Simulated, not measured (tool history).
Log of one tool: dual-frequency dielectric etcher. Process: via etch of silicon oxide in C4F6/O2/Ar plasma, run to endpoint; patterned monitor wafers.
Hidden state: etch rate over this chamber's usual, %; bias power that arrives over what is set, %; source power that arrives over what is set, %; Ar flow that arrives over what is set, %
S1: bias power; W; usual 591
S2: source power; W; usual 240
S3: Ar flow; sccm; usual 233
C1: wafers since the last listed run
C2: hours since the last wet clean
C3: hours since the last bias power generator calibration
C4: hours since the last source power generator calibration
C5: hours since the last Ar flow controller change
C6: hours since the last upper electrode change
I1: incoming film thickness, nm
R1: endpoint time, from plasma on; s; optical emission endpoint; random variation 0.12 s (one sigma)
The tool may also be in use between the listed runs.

{"run": 1, "hour": 0.0, "S1": 591, "S2": 240, "S3": 233, "C1": 0, "C2": 455.4, "C3": 2610.4, "C4": 3428.8, "C5": 2405, "C6": 2641.8, "I1": 133.1, "R1": 34.6}
{"run": 2, "hour": 39.6, "S1": 591, "S2": 240, "S3": 206, "C1": 530, "C2": 495, "C3": 2650, "C4": 3468.4, "C5": 2444.6, "C6": 2681.4, "I1": 130.8, "R1": 33.7}
{"hour": 108.9, "done": "wet clean of the chamber"}
{"run": 3, "hour": 109.4, "S1": 685, "S2": 240, "S3": 202, "C1": 613, "C2": 0.5, "C3": 2719.8, "C4": 3538.2, "C5": 2514.4, "C6": 2751.2, "I1": 132.1, "R1": 30.6}
{"run": 4, "hour": 125.2, "S1": 685, "S2": 240, "S3": 202, "C1": 211, "C2": 16.3, "C3": 2735.6, "C4": 3554, "C5": 2530.2, "C6": 2767, "I1": 131, "R1": 30.7}
{"run": 5, "hour": 186.5, "S1": 591, "S2": 240, "S3": 233, "C1": 821, "C2": 77.6, "C3": 2796.9, "C4": 3615.3, "C5": 2591.5, "C6": 2828.3, "I1": 131.1, "R1": 32.7}
{"run": 6, "hour": 237.0, "S1": 501, "S2": 210, "S3": 199, "C1": 676, "C2": 128.1, "C3": 2847.4, "C4": 3665.8, "C5": 2642, "C6": 2878.8, "I1": 130.7, "R1": 37.4}
{"run": 7, "hour": 268.6, "S1": 591, "S2": 240, "S3": 233, "C1": 423, "C2": 159.7, "C3": 2879, "C4": 3697.4, "C5": 2673.6, "C6": 2910.4, "I1": 132.1, "R1": 33.4}
{"hour": 300.3, "done": "bias power generator calibrated"}
{"run": 8, "hour": 304.9, "S1": 591, "S2": 240, "S3": 233, "C1": 432, "C2": 196, "C3": 4.6, "C4": 3733.7, "C5": 2709.9, "C6": 2946.7, "I1": 130.8, "R1": 33.1}
{"run": 9, "hour": 359.8, "S1": 591, "S2": 270, "S3": 274, "C1": 735, "C2": 250.9, "C3": 59.5, "C4": 3788.6, "C5": 2764.8, "C6": 3001.6, "I1": 130.6, "R1": 31.9}
{"run": 10, "hour": 404.5, "S1": 591, "S2": 240, "S3": 233, "C1": 599, "C2": 295.6, "C3": 104.2, "C4": 3833.3, "C5": 2809.5, "C6": 3046.3, "I1": 131.3, "R1": 33.4}
{"run": 11, "hour": 448.1, "S1": 591, "S2": 240, "S3": 233, "C1": 584, "C2": 339.2, "C3": 147.8, "C4": 3876.9, "C5": 2853.1, "C6": 3089.9, "I1": 130.4, "R1": 33.5}
{"run": 12, "hour": 513.4, "S1": 591, "S2": 240, "S3": 233, "C1": 875, "C2": 404.5, "C3": 213.1, "C4": 3942.2, "C5": 2918.4, "C6": 3155.2, "I1": 131, "R1": 33.8}
{"run": 13, "hour": 584.8, "S1": 591, "S2": 240, "S3": 272, "C1": 956, "C2": 475.9, "C3": 284.5, "C4": 4013.6, "C5": 2989.8, "C6": 3226.6, "I1": 132.6, "R1": 34.8}
{"hour": 628.1, "done": "wet clean of the chamber"}
{"hour": 654.8, "done": "upper electrode replaced"}
{"run": 14, "hour": 655.3, "S1": 448, "S2": 190, "S3": 189, "C1": 301, "C2": 27.2, "C3": 355, "C4": 4084.1, "C5": 3060.3, "C6": 0.5, "I1": 131.3, "R1": 41}
{"run": 15, "hour": 682.7, "S1": 591, "S2": 240, "S3": 215, "C1": 367, "C2": 54.6, "C3": 382.4, "C4": 4111.5, "C5": 3087.7, "C6": 27.9, "I1": 131.6, "R1": 33}
{"run": 16, "hour": 708.4, "S1": 673, "S2": 270, "S3": 198, "C1": 344, "C2": 80.3, "C3": 408.1, "C4": 4137.2, "C5": 3113.4, "C6": 53.6, "I1": 130.4, "R1": 29.1}
{"run": 17, "hour": 760.7, "S1": 591, "S2": 240, "S3": 233, "C1": 700, "C2": 132.6, "C3": 460.4, "C4": 4189.5, "C5": 3165.7, "C6": 105.9, "I1": 131.3, "R1": 33.4}
{"hour": 784.1, "done": "source power generator calibrated"}
{"hour": 785.2, "done": "Ar flow controller replaced"}
{"run": 18, "hour": 798.1, "S1": 637, "S2": 260, "S3": 233, "C1": 432, "C2": 170, "C3": 497.8, "C4": 14, "C5": 12.9, "C6": 143.3, "I1": 131.2, "R1": 32}
{"run": 19, "hour": 929.8, "S1": 452, "S2": 270, "S3": 204, "C1": 1765, "C2": 301.7, "C3": 629.5, "C4": 145.7, "C5": 144.6, "C6": 275, "I1": 130.3, "R1": 36.3}
{"run": 20, "hour": 959.8, "S1": 471, "S2": 200, "S3": 233, "C1": 402, "C2": 331.7, "C3": 659.5, "C4": 175.7, "C5": 174.6, "C6": 305, "I1": 132.2, "R1": 42}
{"run": 21, "hour": 986.7, "S1": 704, "S2": 280, "S3": 233, "C1": 360, "C2": 358.6, "C3": 686.4, "C4": 202.6, "C5": 201.5, "C6": 331.9, "I1": 131, "R1": 30}
{"run": 22, "hour": 1043.7, "S1": 591, "S2": 240, "S3": 185, "C1": 763, "C2": 415.6, "C3": 743.4, "C4": 259.6, "C5": 258.5, "C6": 388.9, "I1": 132.2, "R1": 34.7}
{"run": 23, "hour": 1093.3, "S1": 591, "S2": 240, "S3": 196, "C1": 664, "C2": 465.2, "C3": 793, "C4": 309.2, "C5": 308.1, "C6": 438.5, "I1": 130.9, "R1": 34.5}
{"run": 24, "hour": 1154.5, "S1": 591, "S2": 240, "S3": 202, "C1": 820, "C2": 526.4, "C3": 854.2, "C4": 370.4, "C5": 369.3, "C6": 499.7, "I1": 131.8, "R1": 35.1}
{"hour": 1197.1, "done": "wet clean of the chamber"}
{"run": 25, "hour": 1197.6, "S1": 673, "S2": 240, "S3": 196, "C1": 255, "C2": 0.5, "C3": 897.3, "C4": 413.5, "C5": 412.4, "C6": 542.8, "I1": 131, "R1": 31.2}
{"run": 26, "hour": 1247.2, "S1": 452, "S2": 270, "S3": 261, "C1": 664, "C2": 50.1, "C3": 946.9, "C4": 463.1, "C5": 462, "C6": 592.4, "I1": 131.9, "R1": 36.3}
{"run": 27, "hour": 1280.6, "S1": 591, "S2": 240, "S3": 254, "C1": 447, "C2": 83.5, "C3": 980.3, "C4": 496.5, "C5": 495.4, "C6": 625.8, "I1": 130.8, "R1": 33.7}
{"run": 28, "hour": 1319.7, "S1": 591, "S2": 240, "S3": 189, "C1": 524, "C2": 122.6, "C3": 1019.4, "C4": 535.6, "C5": 534.5, "C6": 664.9, "I1": 130.8, "R1": 33.3}

The tool's hidden state at each run:
bias power that arrives over what is set, %: 0 in every run
Ar flow that arrives over what is set, %: 0 in every run
H1: etch rate over this chamber's usual, %
H2: source power that arrives over what is set, %
run=1 H1=-2.93 H2=4.78
run=2 H1=-3.23 H2=4.82
run=3 H1=0.447 H2=4.89
run=4 H1=0.326 H2=4.91
run=5 H1=-0.142 H2=4.97
run=6 H1=-0.528 H2=5.02
run=7 H1=-0.769 H2=5.06
run=8 H1=-1.05 H2=5.09
run=9 H1=-1.47 H2=5.15
run=10 H1=-1.81 H2=5.2
run=11 H1=-2.14 H2=5.24
run=12 H1=-2.64 H2=5.31
run=13 H1=-3.19 H2=5.38
run=14 H1=-0.48 H2=5.46
run=15 H1=-0.69 H2=5.48
run=16 H1=-0.886 H2=5.51
run=17 H1=-1.29 H2=5.56
run=18 H1=-1.57 H2=-0.132
run=19 H1=-2.58 H2=0.0035
run=20 H1=-2.81 H2=0.0344
run=21 H1=-3.01 H2=0.0621
run=22 H1=-3.45 H2=0.121
run=23 H1=-3.83 H2=0.172
run=24 H1=-4.29 H2=0.235
run=25 H1=0.411 H2=0.279
run=26 H1=0.0318 H2=0.33
run=27 H1=-0.223 H2=0.365
run=28 H1=-0.522 H2=0.405
